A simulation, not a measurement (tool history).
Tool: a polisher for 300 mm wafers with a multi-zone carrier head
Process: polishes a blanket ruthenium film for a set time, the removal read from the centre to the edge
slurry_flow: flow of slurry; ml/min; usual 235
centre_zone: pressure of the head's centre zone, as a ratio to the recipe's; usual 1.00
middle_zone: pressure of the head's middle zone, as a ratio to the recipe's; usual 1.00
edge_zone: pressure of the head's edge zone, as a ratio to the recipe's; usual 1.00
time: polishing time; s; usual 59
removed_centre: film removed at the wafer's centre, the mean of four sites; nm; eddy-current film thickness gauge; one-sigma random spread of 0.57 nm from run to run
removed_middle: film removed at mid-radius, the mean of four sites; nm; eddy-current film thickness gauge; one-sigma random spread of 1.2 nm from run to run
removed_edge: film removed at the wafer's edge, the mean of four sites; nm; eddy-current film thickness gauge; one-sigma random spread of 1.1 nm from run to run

run,hour,slurry_flow,centre_zone,middle_zone,edge_zone,time,wafers since the last listed run,wafers polished on this pad,hours since the slurry nozzle was cleaned,hours since the centre zone pressure was calibrated,hours since the edge zone pressure was calibrated,hours since the carrier head's membrane was replaced,"incoming thickness of the incoming film, nm",removed_centre,removed_middle,removed_edge
1,0.0,235,1.00,1.00,1.00,59,0,1206,95.8,901.9,293.6,485.8,270.3,73.2,79.9,78.9
# hour 38.8: worn pad replaced by a new one
2,48.7,235,1.00,1.00,1.00,59,463,103,144.5,950.6,342.3,534.5,269.8,76.5,83.3,81.6
# hour 75.9: carrier head's membrane replaced by a new one
3,106.7,235,1.00,1.03,1.00,72,549,653,202.5,1008.6,400.3,30.8,274.7,91.3,104.6,97.4
4,159.2,235,1.00,1.03,1.00,72,544,1197,255.0,1061.1,452.8,83.3,272.0,89.2,100.0,96.7
# hour 186.8: worn pad replaced by a new one
5,217.4,235,1.00,1.03,1.00,72,562,317,313.2,1119.3,511.0,141.5,270.6,93.5,101.8,97.7
6,246.3,235,1.00,1.00,1.00,59,299,617,342.1,1148.2,539.9,170.4,269.8,75.2,82.2,81.1
# hour 293.8: slurry nozzle cleaned
7,310.6,235,1.00,1.00,1.00,59,656,1274,16.8,1212.5,604.2,234.7,269.4,73.6,81.5,77.2
# hour 314.8: worn pad replaced by a new one
8,363.2,235,0.92,1.00,0.91,47,504,502,69.4,1265.1,656.8,287.3,264.5,55.7,65.7,59.9
9,426.4,295,1.00,1.04,1.00,59,655,1157,132.6,1328.3,720.0,350.5,268.0,73.4,82.0,78.0
# hour 451.2: centre zone pressure recalibrated
# hour 459.8: worn pad replaced by a new one
10,495.8,235,1.00,1.09,1.00,47,657,373,202.0,44.6,789.4,419.9,268.7,64.7,70.9,63.7
# hour 508.3: edge zone pressure recalibrated
# hour 516.7: carrier head's membrane replaced by a new one
11,527.7,235,1.00,1.00,1.00,59,258,632,233.9,76.5,19.4,11.0,275.3,80.0,81.1,80.4
12,567.5,235,1.00,1.00,1.00,59,413,1045,273.7,116.3,59.2,50.8,273.3,77.6,80.0,78.1
# hour 591.8: worn pad replaced by a new one
13,596.2,235,1.00,0.94,0.96,59,256,46,302.4,145.0,87.9,79.5,272.7,80.2,77.9,78.8
14,654.5,235,1.09,0.93,1.10,53,604,651,360.7,203.3,146.2,137.8,268.7,74.7,69.4,75.5
# hour 693.3: slurry nozzle cleaned
15,698.0,235,1.00,1.05,0.96,59,441,1092,4.7,246.8,189.7,181.3,271.8,76.2,85.6,76.7

Here are 3 independent what-if runs from the current tool condition. What would each one return?
A,698.4,235,1.00,1.00,1.00,59,4,1096,5.1,247.2,190.1,181.7,266.8,?,?,?
B,698.4,265,1.08,1.00,1.00,51,4,1096,5.1,247.2,190.1,181.7,266.8,?,?,?
C,698.4,235,1.12,1.00,0.91,45,4,1096,5.1,247.2,190.1,181.7,266.8,?,?,?

run,removed_centre,removed_middle,removed_edge
A,77.6,80.3,78.4
B,71.7,70.3,68.4
C,64.0,61.3,57.2
Without the tool's hidden state the same runs would have given:
run,removed_centre,removed_middle,removed_edge
A,82.9,83.1,81.1
B,76.5,72.7,70.7
C,68.3,63.4,59.2
